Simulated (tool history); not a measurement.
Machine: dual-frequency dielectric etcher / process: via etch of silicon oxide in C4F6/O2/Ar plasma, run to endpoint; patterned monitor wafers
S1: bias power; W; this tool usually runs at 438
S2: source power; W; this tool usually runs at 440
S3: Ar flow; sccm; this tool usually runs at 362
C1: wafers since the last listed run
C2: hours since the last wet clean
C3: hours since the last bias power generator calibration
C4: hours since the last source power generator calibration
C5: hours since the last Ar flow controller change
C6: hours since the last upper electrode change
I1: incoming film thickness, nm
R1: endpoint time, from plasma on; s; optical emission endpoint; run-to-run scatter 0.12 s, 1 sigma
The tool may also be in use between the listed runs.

run,day,S1,S2,S3,C1,C2,C3,C4,C5,C6,I1,R1
1,0,386,440,362,0,380.4,2266,3549.3,3387.3,2607,140.4,38
2,1.383,438,440,362,368,413.6,2299.2,3582.5,3420.5,2640.2,141.4,36.2
3,2.125,438,440,362,197,431.4,2317,3600.3,3438.3,2658,141.4,36
4,3.588,438,440,362,389,466.5,2352.1,3635.4,3473.4,2693.1,139.5,35.5
# day 4.2: Ar flow controller replaced
5,4.221,520,440,320,102,481.7,2367.3,3650.6,0.5,2708.3,140.2,32.3
# day 5.421: bias power generator calibrated
6,5.442,520,440,320,280,511,0.5,3679.9,29.8,2737.6,139.8,32.4
7,6.346,520,440,320,240,532.7,22.2,3701.6,51.5,2759.3,139.8,32.3
8,6.962,438,440,362,164,547.5,37,3716.4,66.3,2774.1,139.2,35.3
9,7.733,438,440,362,205,566,55.5,3734.9,84.8,2792.6,139.9,35.6
# day 9.046: wet clean of the chamber
10,9.067,438,530,327,88,0.5,87.5,3766.9,116.8,2824.6,140.8,32.4
# day 10.429: upper electrode replaced
11,10.45,531,480,308,102,33.7,120.7,3800.1,150,0.5,140.8,30.8
# day 10.908: source power generator calibrated
12,11.462,361,370,362,225,58,145,13.3,174.3,24.8,139.5,43.7
13,12.275,337,490,394,216,77.5,164.5,32.8,193.8,44.3,139.8,38.9
14,13.088,373,350,362,216,97,184,52.3,213.3,63.8,140.5,44.8
15,14.3,331,520,437,323,126.1,213.1,81.4,242.4,92.9,140.5,38.8
16,15.221,515,500,316,245,148.2,235.2,103.5,264.5,115,140.1,30.7
17,16.112,339,350,331,237,169.6,256.6,124.9,285.9,136.4,138.8,45.6
18,18.742,438,440,362,700,232.7,319.7,188,349,199.5,139.9,35.9
19,20.125,487,440,362,368,265.9,352.9,221.2,382.2,232.7,140.8,34.5
20,21.471,438,370,291,358,298.2,385.2,253.5,414.5,265,141.5,38.8
21,22.175,467,360,333,187,315.1,402.1,270.4,431.4,281.9,139.9,38.8
22,22.821,337,490,394,172,330.6,417.6,285.9,446.9,297.4,138,38.1
23,24.246,438,440,362,379,364.8,451.8,320.1,481.1,331.6,140.2,35.8
24,25.138,363,410,309,237,386.2,473.2,341.5,502.5,353,140.9,40
25,26.162,438,540,445,273,410.8,497.8,366.1,527.1,377.6,141,33.2
26,27.171,482,500,303,268,435,522,390.3,551.3,401.8,140.5,31.1
27,27.75,485,440,328,154,448.9,535.9,404.2,565.2,415.7,138.7,33.3
28,28.567,438,440,362,217,468.5,555.5,423.8,584.8,435.3,140.1,35.7

Describe how what the log doesn't record of the tool's condition differs between the last listed run preceding each entry between runs and the first listed run following it.
Logged between run 4 and run 5: Ar flow controller replaced (day 4.2)
  etch rate over this chamber's usual, %: 0.869 -> 0.905
  measured result minus the result with no hidden state, R1: -0.3 -> -0.3 s
Logged between run 5 and run 6: bias power generator calibrated (day 5.421)
  etch rate over this chamber's usual, %: 0.905 -> 0.976
  measured result minus the result with no hidden state, R1: -0.3 -> -0.3 s
Logged between run 9 and run 10: wet clean of the chamber (day 9.046)
  etch rate over this chamber's usual, %: 1.11 -> -0.209
  measured result minus the result with no hidden state, R1: -0.4 -> +0.1 s
Logged between run 10 and run 11: upper electrode replaced (day 10.429)
  etch rate over this chamber's usual, %: -0.209 -> -0.129
  measured result minus the result with no hidden state, R1: +0.1 -> +0 s
Logged between run 11 and run 12: source power generator calibrated (day 10.908)
  etch rate over this chamber's usual, %: -0.129 -> -0.0711
  measured result minus the result with no hidden state, R1: +0 -> +0.1 s

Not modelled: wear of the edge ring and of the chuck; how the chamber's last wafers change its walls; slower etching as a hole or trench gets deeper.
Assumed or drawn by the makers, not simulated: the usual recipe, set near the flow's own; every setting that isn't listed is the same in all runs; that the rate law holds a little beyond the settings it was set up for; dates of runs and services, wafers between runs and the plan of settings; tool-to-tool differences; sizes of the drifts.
